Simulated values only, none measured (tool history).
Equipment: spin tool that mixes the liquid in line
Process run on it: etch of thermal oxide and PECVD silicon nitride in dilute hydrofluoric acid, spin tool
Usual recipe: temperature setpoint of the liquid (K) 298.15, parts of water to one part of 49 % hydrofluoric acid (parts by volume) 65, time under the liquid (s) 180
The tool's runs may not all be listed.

run,day,temperature setpoint of the liquid (K),parts of water to one part of 49 % hydrofluoric acid (parts by volume),time under the liquid (s),wafers since the last listed run,hours since the thermometer was replaced,hours since the hydrofluoric acid flow meter was replaced,hours since the gauge calibration,"read-back film thickness of the thermal oxide reference wafer, read on the same gauge (nm)","read-back film thickness of the PECVD silicon nitride reference wafer, read on the same gauge (nm)",thickness taken off the thermal oxide on a monitor wafer (angstrom),thickness taken off the PECVD silicon nitride on a monitor wafer (angstrom)
1,0,298.15,65,180,0,933.3,1890.8,546.3,80.01,70.01,162.3,169.1
2,0.783,298.15,65,180,172,952.1,1909.6,565.1,79.98,70.02,163.3,168.4
3,2.096,301.15,80,180,289,983.6,1941.1,596.6,79.98,70.02,146.6,168
4,2.979,298.15,65,205,194,1004.8,1962.3,617.8,80,70,184.8,191.1
# day 6.754: gauge calibrated
5,7,295.65,65,180,886,1101.3,2058.8,5.9,80,70,147.1,142.3
6,8.479,295.65,65,180,326,1136.8,2094.3,41.4,80.02,69.98,148.5,142.4
# day 9.154: hydrofluoric acid flow meter replaced
7,9.225,301.65,65,180,155,1154.7,1.7,59.3,79.99,70.03,185.6,213.2
# day 9.792: thermometer replaced
8,10.546,301.65,65,180,282,18.1,33.4,91,80.02,69.98,188.1,214.2
9,11.3,301.65,65,180,166,36.2,51.5,109.1,80.01,70,188,214
10,15.75,296.65,50,110,981,143,158.3,215.9,80,70.02,123.5,119.4
11,17.025,302.65,65,180,281,173.6,188.9,246.5,80.02,70,193.2,223.6
12,17.65,301.65,80,120,137,188.6,203.9,261.5,79.98,69.99,99,115.2
13,18.638,293.65,40,180,217,212.3,227.6,285.2,80,69.99,227.3,198
14,19.375,298.15,65,180,162,230,245.3,302.9,79.98,69.99,163.3,167.7
15,20.479,298.15,65,95,243,256.5,271.8,329.4,79.99,70.02,85.9,88.5
16,22.425,295.65,55,180,429,303.2,318.5,376.1,79.98,69.99,175.5,168.1
17,23.192,298.15,40,180,169,321.6,336.9,394.5,80.02,69.99,275.7,274.7
18,24.358,298.15,65,180,257,349.6,364.9,422.5,80,69.97,163.9,168.2
19,25.154,298.15,65,180,175,368.7,384,441.6,80,69.99,162.7,167.9
20,26.329,296.65,65,125,259,396.9,412.2,469.8,80,70,105.9,105.7
21,26.842,302.15,95,125,113,409.2,424.5,482.1,80.01,70,86.9,103.2
22,27.862,294.65,80,215,225,433.7,449,506.6,80.01,69.99,133.6,129.8
23,28.892,302.65,55,180,226,458.4,473.7,531.3,80.01,69.99,233.9,266.5
24,30.242,301.65,55,240,297,490.8,506.1,563.7,80.01,70,298.3,333.7
25,30.938,298.15,65,180,153,507.5,522.8,580.4,79.99,69.98,163,168
26,31.933,298.15,80,80,219,531.4,546.7,604.3,80.01,70,57.6,60.7

Hidden state, per run?
liquid colder than its thermometer reads (K): 0 in every run
hydrofluoric acid flow above the setpoint (%): 0 in every run
gauge reads high (%): 0 in every run
